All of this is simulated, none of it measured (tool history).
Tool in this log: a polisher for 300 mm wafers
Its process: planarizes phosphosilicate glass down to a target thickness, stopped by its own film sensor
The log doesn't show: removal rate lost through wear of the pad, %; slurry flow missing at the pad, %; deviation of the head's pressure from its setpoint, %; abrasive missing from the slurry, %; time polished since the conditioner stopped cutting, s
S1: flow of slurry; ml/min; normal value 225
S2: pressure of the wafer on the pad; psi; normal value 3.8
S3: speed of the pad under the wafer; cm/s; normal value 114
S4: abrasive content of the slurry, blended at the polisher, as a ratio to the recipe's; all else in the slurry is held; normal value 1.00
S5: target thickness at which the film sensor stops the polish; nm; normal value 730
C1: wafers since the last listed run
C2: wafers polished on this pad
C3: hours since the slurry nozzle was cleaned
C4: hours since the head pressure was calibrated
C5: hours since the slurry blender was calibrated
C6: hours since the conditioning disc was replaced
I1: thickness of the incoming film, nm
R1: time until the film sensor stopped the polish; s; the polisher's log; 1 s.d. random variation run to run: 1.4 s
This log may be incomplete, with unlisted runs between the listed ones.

run	day	S1	S2	S3	S4	S5	C1	C2	C3	C4	C5	C6	I1	R1
1	0.000	245	3.8	114	1.00	730	0	975	402.0	732.7	80.6	398.6	1838.1	101.0
# day 1.875: head pressure recalibrated
2	2.617	225	3.8	114	0.90	730	483	1459	464.8	17.8	143.4	461.4	1842.3	112.3
# day 3.312: conditioning disc replaced and pad reconditioned
3	5.067	225	3.8	114	0.90	730	451	1910	523.6	76.6	202.2	42.1	1815.2	110.4
4	6.292	225	2.9	88	1.00	730	233	2144	553.0	106.0	231.6	71.5	1829.5	156.3
# day 8.871: worn pad replaced by a new one
5	8.892	225	3.8	114	1.00	730	464	3	615.4	168.4	294.0	133.9	1841.5	103.0
6	10.225	225	3.8	114	1.00	730	254	258	647.4	200.4	326.0	165.9	1815.5	101.0
7	11.996	225	3.8	114	1.00	730	337	595	689.9	242.9	368.5	208.4	1845.4	103.5
# day 15.271: slurry nozzle cleaned
# day 17.212: slurry blender recalibrated
# day 19.767: worn pad replaced by a new one
8	20.517	225	3.8	114	1.00	730	1570	143	125.9	447.4	79.3	412.9	1812.2	99.7
# day 22.367: conditioning disc replaced and pad reconditioned
9	23.267	225	3.8	114	1.00	730	508	652	191.9	513.4	145.3	21.6	1807.9	101.3
10	25.583	225	3.8	114	1.00	730	442	1094	247.5	569.0	200.9	77.2	1838.5	102.7
11	28.538	280	3.8	106	1.00	730	563	1657	318.4	639.9	271.8	148.1	1833.0	106.5
# day 29.638: head pressure recalibrated
12	31.200	225	3.8	128	1.30	730	492	2149	382.3	37.5	335.7	212.0	1835.8	79.5
# day 32.738: worn pad replaced by a new one
13	33.558	250	3.8	90	1.00	379	418	156	438.9	94.1	392.3	268.6	1855.1	158.5
14	35.104	225	3.8	114	0.85	449	294	451	476.0	131.2	429.4	305.7	1830.7	148.6
15	37.758	225	3.8	114	1.00	730	506	957	539.7	194.9	493.1	369.4	1836.3	103.3
# day 39.971: slurry nozzle cleaned
# day 39.983: slurry blender recalibrated
16	40.442	280	3.8	106	1.00	730	501	1459	11.3	259.3	11.0	433.8	1804.9	105.4
# day 40.829: conditioning disc replaced and pad reconditioned
17	41.846	225	3.8	114	1.00	730	252	1711	45.0	293.0	44.7	24.4	1812.6	100.5
# day 43.400: worn pad replaced by a new one
18	44.579	250	3.8	90	1.00	379	489	225	110.6	358.6	110.3	90.0	1825.1	154.6
19	47.496	225	2.8	114	1.25	730	556	781	180.6	428.6	180.3	160.0	1860.0	122.0
20	49.750	200	3.8	94	0.90	730	430	1211	234.7	482.7	234.4	214.1	1797.4	124.9
21	51.412	225	4.7	114	1.00	730	317	1528	274.6	522.6	274.3	254.0	1828.8	81.8
22	53.421	225	3.8	76	1.00	730	383	1912	322.8	570.8	322.5	302.2	1829.3	132.4
23	54.875	180	3.8	140	1.00	891	277	2189	357.7	605.7	357.4	337.1	1840.5	79.5
# day 57.392: conditioning disc replaced and pad reconditioned
# day 57.429: worn pad replaced by a new one
24	58.179	255	3.8	124	1.00	730	607	143	437.0	685.0	436.7	18.9	1817.1	97.0

Each row is a separate what-if for the run after 24, all from the same tool condition, not one after another. Results?
A	58.196	225	3.8	114	1.00	730	3	146	437.4	685.4	437.1	19.3	1839.8	?
B	58.196	270	3.3	114	1.00	730	3	146	437.4	685.4	437.1	19.3	1839.8	?
C	58.196	225	4.3	114	1.15	1086	3	146	437.4	685.4	437.1	19.3	1839.8	?
D	58.196	225	3.8	104	1.00	730	3	146	437.4	685.4	437.1	19.3	1839.8	?
E	58.196	265	3.3	148	0.85	730	3	146	437.4	685.4	437.1	19.3	1839.8	?

run	R1
A	100.7
B	113.3
C	55.1
D	106.9
E	109.9
Without the tool's unlogged condition, the same runs would have read:
run	R1
A	100.7
B	113.3
C	55.1
D	106.9
E	109.9
